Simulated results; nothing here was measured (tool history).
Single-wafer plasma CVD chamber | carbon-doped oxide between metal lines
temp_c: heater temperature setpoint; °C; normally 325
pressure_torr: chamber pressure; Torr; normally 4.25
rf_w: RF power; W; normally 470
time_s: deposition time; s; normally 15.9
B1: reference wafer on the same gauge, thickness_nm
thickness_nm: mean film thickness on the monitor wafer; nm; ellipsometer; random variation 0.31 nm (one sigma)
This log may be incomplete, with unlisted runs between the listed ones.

Run 1, hour 0: usual settings; B1 84.101. Result: thickness_nm 83.519 nm.
At hour 17: gauge calibrated.
Run 2, hour 32.8: usual settings; B1 85.009. Result: thickness_nm 83.917 nm.
Run 3, hour 66.4: usual settings; B1 84.674. Result: thickness_nm 83.686 nm.
Run 4, hour 87.6: usual settings; B1 84.57. Result: thickness_nm 83.872 nm.
Run 5, hour 118.3: usual settings; B1 84.422. Result: thickness_nm 83.412 nm.
Run 6, hour 137.6: usual settings but temp_c 336 °C; B1 84.253. Result: thickness_nm 80.399 nm.
Run 7, hour 163.2: usual settings but temp_c 336 °C; B1 84.261. Result: thickness_nm 80.076 nm.
Run 8, hour 188.2: usual settings but rf_w 525 W; B1 84.051. Result: thickness_nm 87.754 nm.
At hour 206.6: RF generator calibrated.
Run 9, hour 218.5: usual settings; B1 84.124. Result: thickness_nm 82.577 nm.
Run 10, hour 237.9: usual settings; B1 83.983. Result: thickness_nm 83.388 nm.
Run 11, hour 263.8: usual settings; B1 83.935. Result: thickness_nm 82.42 nm.
At hour 274.6: thermocouple changed; heater temperature recalibrated.
Run 12, hour 297.5: usual settings but time_s 17.7 s; B1 83.945. Result: thickness_nm 91.921 nm.
Run 13, hour 312.4: usual settings but temp_c 336 °C, pressure_torr 3.43 Torr, rf_w 515 W, time_s 13.3 s; B1 83.985. Result: thickness_nm 69.213 nm.
At hour 352.7: capacitance manometer re-zeroed and calibrated.
Run 14, hour 355.5: usual settings but pressure_torr 3.94 Torr; B1 84.011. Result: thickness_nm 81.818 nm.
At hour 363.9: gauge calibrated.
Run 15, hour 389.1: usual settings but temp_c 337 °C, rf_w 540 W; B1 85.128. Result: thickness_nm 87.528 nm.
At hour 402.8: showerhead replaced.
Run 16, hour 416.1: usual settings; B1 84.794. Result: thickness_nm 83.59 nm.
Run 17, hour 432.4: usual settings but temp_c 316 °C, rf_w 425 W; B1 84.696. Result: thickness_nm 81.398 nm.
Run 18, hour 458.3: usual settings; B1 84.516. Result: thickness_nm 83.546 nm.
Run 19, hour 483.8: usual settings but rf_w 515 W; B1 84.598. Result: thickness_nm 87.589 nm.
Run 20, hour 508.6: usual settings but pressure_torr 4.97 Torr, rf_w 435 W; B1 84.425. Result: thickness_nm 80.601 nm.
Run 21, hour 549: usual settings but temp_c 332 °C, pressure_torr 4.95 Torr, rf_w 380 W; B1 84.35. Result: thickness_nm 72.646 nm.
Run 22, hour 575.8: usual settings but pressure_torr 5.03 Torr, time_s 14.9 s; B1 84.108. Result: thickness_nm 80.363 nm.
Run 23, hour 601.8: usual settings but pressure_torr 4.99 Torr; B1 84.257. Result: thickness_nm 84.692 nm.
Run 24, hour 624.3: usual settings; B1 84.268. Result: thickness_nm 83.077 nm.

Branching from run 24: 4 alternative next runs. What would each branch give?
Run A, hour 624.7: usual settings; B1 ?. Result: thickness_nm ?.
Run B, hour 624.7: usual settings but pressure_torr 4.7 Torr; B1 ?. Result: thickness_nm ?.
Run C, hour 624.7: usual settings but pressure_torr 4.79 Torr, rf_w 510 W, time_s 13.2 s; B1 ?. Result: thickness_nm ?.
Run D, hour 624.7: usual settings but rf_w 530 W; B1 ?. Result: thickness_nm ?.

run      B1  thickness_nm
  A  84.119         83.22
  B  84.119        84.292
  C  84.119        73.678
  D  84.119        89.004
What these runs would have given with no unlogged condition in the tool:
run  thickness_nm
  A        84.145
  B        85.229
  C        74.497
  D        89.994
